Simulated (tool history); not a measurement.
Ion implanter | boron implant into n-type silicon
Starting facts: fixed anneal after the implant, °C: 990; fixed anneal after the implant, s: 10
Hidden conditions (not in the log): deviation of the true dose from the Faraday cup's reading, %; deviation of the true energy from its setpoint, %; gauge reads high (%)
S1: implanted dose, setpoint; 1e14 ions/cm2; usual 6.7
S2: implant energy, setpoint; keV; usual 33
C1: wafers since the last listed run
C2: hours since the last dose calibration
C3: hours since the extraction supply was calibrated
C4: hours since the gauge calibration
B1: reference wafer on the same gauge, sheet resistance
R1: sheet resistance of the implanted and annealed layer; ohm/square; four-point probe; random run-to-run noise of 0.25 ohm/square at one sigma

run,hour,S1,S2,C1,C2,C3,C4,B1,R1
1,0,6.7,33,0,827.1,997.1,1125.4,182.83,167.84
2,37.7,6.7,33,1224,864.8,1034.8,1163.1,182.96,167.71
3,93.4,6.7,33,1809,920.5,1090.5,1218.8,182.92,167.77
4,150.9,6.7,33,1867,978,1148,1276.3,182.91,168.16
5,216.8,6.7,33,2140,1043.9,1213.9,1342.2,182.97,168.35
6,288.5,6.7,33,2328,1115.6,1285.6,1413.9,183.04,168.17
7,375.4,6.7,33,2822,1202.5,1372.5,1500.8,183.1,167.79
8,469.1,6.7,29,3043,1296.2,1466.2,1594.5,183.04,169.44
9,539.8,6.7,33,2296,1366.9,1536.9,1665.2,182.99,168.21
10,586.7,6.7,33,1523,1413.8,1583.8,1712.1,182.94,167.75
11,647.5,6.7,33,1974,1474.6,1644.6,1772.9,183.08,168.01
12,700.6,7.43,33,1724,1527.7,1697.7,1826,183.01,154.39
# hour 741.9: gauge calibrated
13,747.9,7.43,33,1536,1575,1745,6,182.98,154.25
14,835.8,5.71,33,2854,1662.9,1832.9,93.9,182.97,191.61
15,901.9,5.01,41,2146,1729,1899,160,183.02,209.69
16,943.5,5.25,22.5,1351,1770.6,1940.6,201.6,183,210.47
17,1047.8,5.2,23.5,3387,1874.9,2044.9,305.9,182.86,210.81
18,1115.8,6.7,33,2208,1942.9,2112.9,373.9,183.08,168.06
# hour 1168.1: Faraday cup replaced and dose calibrated
19,1184.5,6.7,33,1971,16.4,2181.6,442.6,182.93,166.58
20,1240.4,5.68,28.5,1815,72.3,2237.5,498.5,183.15,192.6
# hour 1290.4: extraction supply calibrated
21,1331.9,4.95,39.5,2711,163.8,41.5,590,182.98,210.27
22,1368.6,7.21,44,1191,200.5,78.2,626.7,182.97,155.77
23,1444.4,6.7,33,2461,276.3,154,702.5,182.98,167.35
24,1551.3,5.5,27.5,3471,383.2,260.9,809.4,183.02,198.72
25,1621.3,7.99,39,2273,453.2,330.9,879.4,182.94,143.81
26,1727.4,8.45,30,3445,559.3,437,985.5,182.97,139.56
27,1789,8.07,33,2000,620.9,498.6,1047.1,183.03,143.63
28,1858.5,8.69,23.5,2257,690.4,568.1,1116.6,182.91,137.97
29,1914,8.19,44,1802,745.9,623.6,1172.1,182.91,140.96

Hidden state or all else? Some run-to-run changes of R1, split into what the settings, what came in and random variation would give without the hidden state, and what is left for the hidden state (with any gauge scatter that isn't in both results):
Run 17 -> 18: S1 5.2 -> 6.7, S2 23.5 -> 33. R1 -42.75 ohm/square: hidden state -0.34, all else -42.41.
Run 18 -> 19: Faraday cup replaced and dose calibrated. R1 -1.48 ohm/square: hidden state -1.58, all else +0.1.
Run 21 -> 22: S1 4.95 -> 7.21, S2 39.5 -> 44. R1 -54.5 ohm/square: hidden state -0.03, all else -54.47.
Run 24 -> 25: S1 5.5 -> 7.99, S2 27.5 -> 39. R1 -54.91 ohm/square: hidden state -0.14, all else -54.77.
